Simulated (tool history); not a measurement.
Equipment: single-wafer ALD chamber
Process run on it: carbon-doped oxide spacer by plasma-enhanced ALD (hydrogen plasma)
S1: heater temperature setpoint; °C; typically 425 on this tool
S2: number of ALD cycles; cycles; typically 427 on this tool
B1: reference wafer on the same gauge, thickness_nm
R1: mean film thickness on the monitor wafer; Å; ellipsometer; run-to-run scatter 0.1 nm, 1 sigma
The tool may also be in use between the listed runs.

Run 1, hour 0: usual settings but S1 418 °C; B1 17.498. Result: R1 189.71 Å.
Run 2, hour 102: usual settings but S1 418 °C; B1 17.512. Result: R1 187.14 Å.
Run 3, hour 146.7: usual settings but S1 418 °C; B1 17.505. Result: R1 189.33 Å.
Run 4, hour 228.2: usual settings but S2 372 cycles; B1 17.495. Result: R1 160.28 Å.
Run 5, hour 289.9: usual settings; B1 17.479. Result: R1 185.22 Å.
Run 6, hour 329.7: usual settings; B1 17.5. Result: R1 185.22 Å.
Run 7, hour 589.3: usual settings; B1 17.488. Result: R1 187.5 Å.
Run 8, hour 630.7: usual settings; B1 17.52. Result: R1 183.8 Å.
Run 9, hour 727.7: usual settings; B1 17.511. Result: R1 185.43 Å.
Run 10, hour 919.4: usual settings; B1 17.533. Result: R1 183.19 Å.
Run 11, hour 981.7: usual settings; B1 17.541. Result: R1 184.81 Å.
Run 12, hour 1022.2: usual settings; B1 17.488. Result: R1 183.69 Å.
Run 13, hour 1119.5: usual settings; B1 17.521. Result: R1 187.07 Å.
Run 14, hour 1166.5: usual settings; B1 17.544. Result: R1 185.85 Å.
Run 15, hour 1205.1: usual settings; B1 17.489. Result: R1 184.73 Å.
Run 16, hour 1292.4: usual settings; B1 17.544. Result: R1 185.15 Å.
Run 17, hour 1363.1: usual settings but S1 430 °C; B1 17.522. Result: R1 183.82 Å.
Run 18, hour 1456.4: usual settings but S1 430 °C; B1 17.508. Result: R1 184.05 Å.
Run 19, hour 1563.7: usual settings but S1 437 °C; B1 17.502. Result: R1 179.93 Å.
Run 20, hour 1639.5: usual settings; B1 17.498. Result: R1 184.3 Å.
Run 21, hour 1745.6: usual settings; B1 17.506. Result: R1 185.34 Å.
Run 22, hour 1832.6: usual settings but S1 410 °C, S2 396 cycles; B1 17.485. Result: R1 177.82 Å.
Run 23, hour 1874: usual settings but S1 434 °C, S2 497 cycles; B1 17.503. Result: R1 212.55 Å.
Run 24, hour 1917.5: usual settings but S1 440 °C; B1 17.503. Result: R1 177.45 Å.
Run 25, hour 1979.5: usual settings but S1 415 °C, S2 470 cycles; B1 17.507. Result: R1 209.58 Å.
Run 26, hour 2075.5: usual settings but S1 434 °C, S2 499 cycles; B1 17.485. Result: R1 210.71 Å.
Run 27, hour 2171.7: usual settings but S1 439 °C; B1 17.496. Result: R1 177.9 Å.
Run 28, hour 2222.4: usual settings but S2 495 cycles; B1 17.506. Result: R1 214.56 Å.
Run 29, hour 2281.8: usual settings but S1 436 °C, S2 451 cycles; B1 17.494. Result: R1 189.44 Å.
Run 30, hour 2361.4: usual settings but S1 432 °C, S2 490 cycles; B1 17.508. Result: R1 207.76 Å.
Run 31, hour 2526.8: usual settings but S2 496 cycles; B1 17.499. Result: R1 213.63 Å.
Run 32, hour 2597.8: usual settings; B1 17.489. Result: R1 184.66 Å.
Run 33, hour 2654.8: usual settings but S1 419 °C, S2 511 cycles; B1 17.511. Result: R1 224.25 Å.
Run 34, hour 2754: usual settings but S1 420 °C, S2 477 cycles; B1 17.49. Result: R1 209.83 Å.
Run 35, hour 2820.3: usual settings but S1 415 °C, S2 462 cycles; B1 17.486. Result: R1 206.23 Å.
Run 36, hour 2918.8: usual settings but S2 372 cycles; B1 17.48. Result: R1 162.24 Å.
Run 37, hour 2977.9: usual settings but S1 434 °C, S2 396 cycles; B1 17.524. Result: R1 166.23 Å.
Run 38, hour 3022.1: usual settings; B1 17.496. Result: R1 186.45 Å.

Withheld: 4 entries from between the runs. Position of each, and hidden state at the listed run before versus the listed run after:
In the gap between runs 6 and 7: thermocouple changed; heater temperature recalibrated (hour 412.4)
  both runs share identical hidden conditions
In the gap between runs 18 and 19: gauge calibrated (hour 1521.5)
  both runs share identical hidden conditions
In the gap between runs 19 and 20: thermocouple changed; heater temperature recalibrated (hour 1603)
  both runs share identical hidden conditions
In the gap between runs 34 and 35: thermocouple changed; heater temperature recalibrated (hour 2799.8)
  both runs share identical hidden conditions
